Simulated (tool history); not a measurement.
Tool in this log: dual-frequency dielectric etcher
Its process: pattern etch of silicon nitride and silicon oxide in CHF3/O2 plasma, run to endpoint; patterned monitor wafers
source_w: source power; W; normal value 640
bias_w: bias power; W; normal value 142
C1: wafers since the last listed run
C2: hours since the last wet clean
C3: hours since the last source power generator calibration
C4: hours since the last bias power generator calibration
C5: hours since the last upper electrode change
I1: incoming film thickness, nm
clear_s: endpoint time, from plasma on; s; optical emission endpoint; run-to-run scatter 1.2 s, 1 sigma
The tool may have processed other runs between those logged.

Run 1, hour 0: usual settings; C1 0; C2 289; C3 3616; C4 2891.2; C5 4155.2; I1 240.9. Result: clear_s 173.3 s.
Run 2, hour 19.9: usual settings but bias_w 151 W; C1 93; C2 308.9; C3 3635.9; C4 2911.1; C5 4175.1; I1 242.2. Result: clear_s 171.4 s.
Run 3, hour 97.7: usual settings but bias_w 151 W; C1 366; C2 386.7; C3 3713.7; C4 2988.9; C5 4252.9; I1 241.5. Result: clear_s 172.1 s.
Run 4, hour 113.8: usual settings but bias_w 152 W; C1 75; C2 402.8; C3 3729.8; C4 3005; C5 4269; I1 237.4. Result: clear_s 169.6 s.
Run 5, hour 135.9: usual settings but bias_w 152 W; C1 104; C2 424.9; C3 3751.9; C4 3027.1; C5 4291.1; I1 240.4. Result: clear_s 173.1 s.
Run 6, hour 168.7: usual settings but bias_w 152 W; C1 154; C2 457.7; C3 3784.7; C4 3059.9; C5 4323.9; I1 243.6. Result: clear_s 175.3 s.
Run 7, hour 196.4: usual settings but bias_w 134 W; C1 130; C2 485.4; C3 3812.4; C4 3087.6; C5 4351.6; I1 240.4. Result: clear_s 182.4 s.
At hour 275.8: wet clean of the chamber.
Run 8, hour 276.3: usual settings but bias_w 134 W; C1 263; C2 0.5; C3 3892.3; C4 3167.5; C5 4431.5; I1 239. Result: clear_s 167.8 s.
Run 9, hour 291.2: usual settings but bias_w 134 W; C1 70; C2 15.4; C3 3907.2; C4 3182.4; C5 4446.4; I1 240.1. Result: clear_s 167.7 s.
Run 10, hour 308: usual settings but bias_w 125 W; C1 79; C2 32.2; C3 3924; C4 3199.2; C5 4463.2; I1 242.4. Result: clear_s 175 s.
At hour 342.8: upper electrode replaced.
Run 11, hour 343.3: usual settings; C1 53; C2 67.5; C3 3959.3; C4 3234.5; C5 0.5; I1 241.4. Result: clear_s 167.5 s.
At hour 352.8: source power generator calibrated.
Run 12, hour 367.9: usual settings; C1 97; C2 92.1; C3 15.1; C4 3259.1; C5 25.1; I1 240.5. Result: clear_s 168.7 s.
Run 13, hour 392.6: usual settings but source_w 780 W, bias_w 129 W; C1 116; C2 116.8; C3 39.8; C4 3283.8; C5 49.8; I1 239.3. Result: clear_s 158.3 s.
At hour 421.2: bias power generator calibrated.
Run 14, hour 426.1: usual settings but source_w 510 W; C1 139; C2 150.3; C3 73.3; C4 4.9; C5 83.3; I1 238.9. Result: clear_s 185.8 s.
Run 15, hour 460.7: usual settings but source_w 790 W, bias_w 122 W; C1 163; C2 184.9; C3 107.9; C4 39.5; C5 117.9; I1 239.2. Result: clear_s 160.5 s.
Run 16, hour 489.3: usual settings but source_w 700 W, bias_w 115 W; C1 134; C2 213.5; C3 136.5; C4 68.1; C5 146.5; I1 241.3. Result: clear_s 174.8 s.
Run 17, hour 514.1: usual settings; C1 116; C2 238.3; C3 161.3; C4 92.9; C5 171.3; I1 242.8. Result: clear_s 172.8 s.
Run 18, hour 540.9: usual settings; C1 126; C2 265.1; C3 188.1; C4 119.7; C5 198.1; I1 238.4. Result: clear_s 167.3 s.
Run 19, hour 553: usual settings; C1 57; C2 277.2; C3 200.2; C4 131.8; C5 210.2; I1 239.8. Result: clear_s 169.9 s.
Run 20, hour 575.4: usual settings but bias_w 120 W; C1 105; C2 299.6; C3 222.6; C4 154.2; C5 232.6; I1 238.1. Result: clear_s 180.3 s.
Run 21, hour 590.4: usual settings; C1 70; C2 314.6; C3 237.6; C4 169.2; C5 247.6; I1 239.1. Result: clear_s 171.8 s.
Run 22, hour 624.4: usual settings but source_w 500 W, bias_w 118 W; C1 160; C2 348.6; C3 271.6; C4 203.2; C5 281.6; I1 242.4. Result: clear_s 202.3 s.
Run 23, hour 639.2: usual settings but source_w 520 W, bias_w 120 W; C1 69; C2 363.4; C3 286.4; C4 218; C5 296.4; I1 240.9. Result: clear_s 200.6 s.
Run 24, hour 666.8: usual settings but source_w 710 W, bias_w 117 W; C1 130; C2 391; C3 314; C4 245.6; C5 324; I1 239.3. Result: clear_s 173.9 s.
Run 25, hour 688: usual settings but source_w 560 W, bias_w 176 W; C1 99; C2 412.2; C3 335.2; C4 266.8; C5 345.2; I1 240.1. Result: clear_s 172.9 s.

Per-run results on a tool with no hidden state, each run keeping its own random variation:
The hidden state here: etch rate over this chamber's usual, %; source power that arrives over what is set, %; bias power that arrives over what is set, %.
run  clear_s
  1      167
  2    164.7
  3      164
  4    161.4
  5    164.3
  6    165.8
  7    171.9
  8    167.9
  9    167.4
 10    174.4
 11    166.3
 12    167.2
 13    156.4
 14      183
 15    157.5
 16      171
 17    168.6
 18    162.7
 19      165
 20    174.7
 21    166.2
 22      195
 23    193.1
 24    166.9
 25    165.5
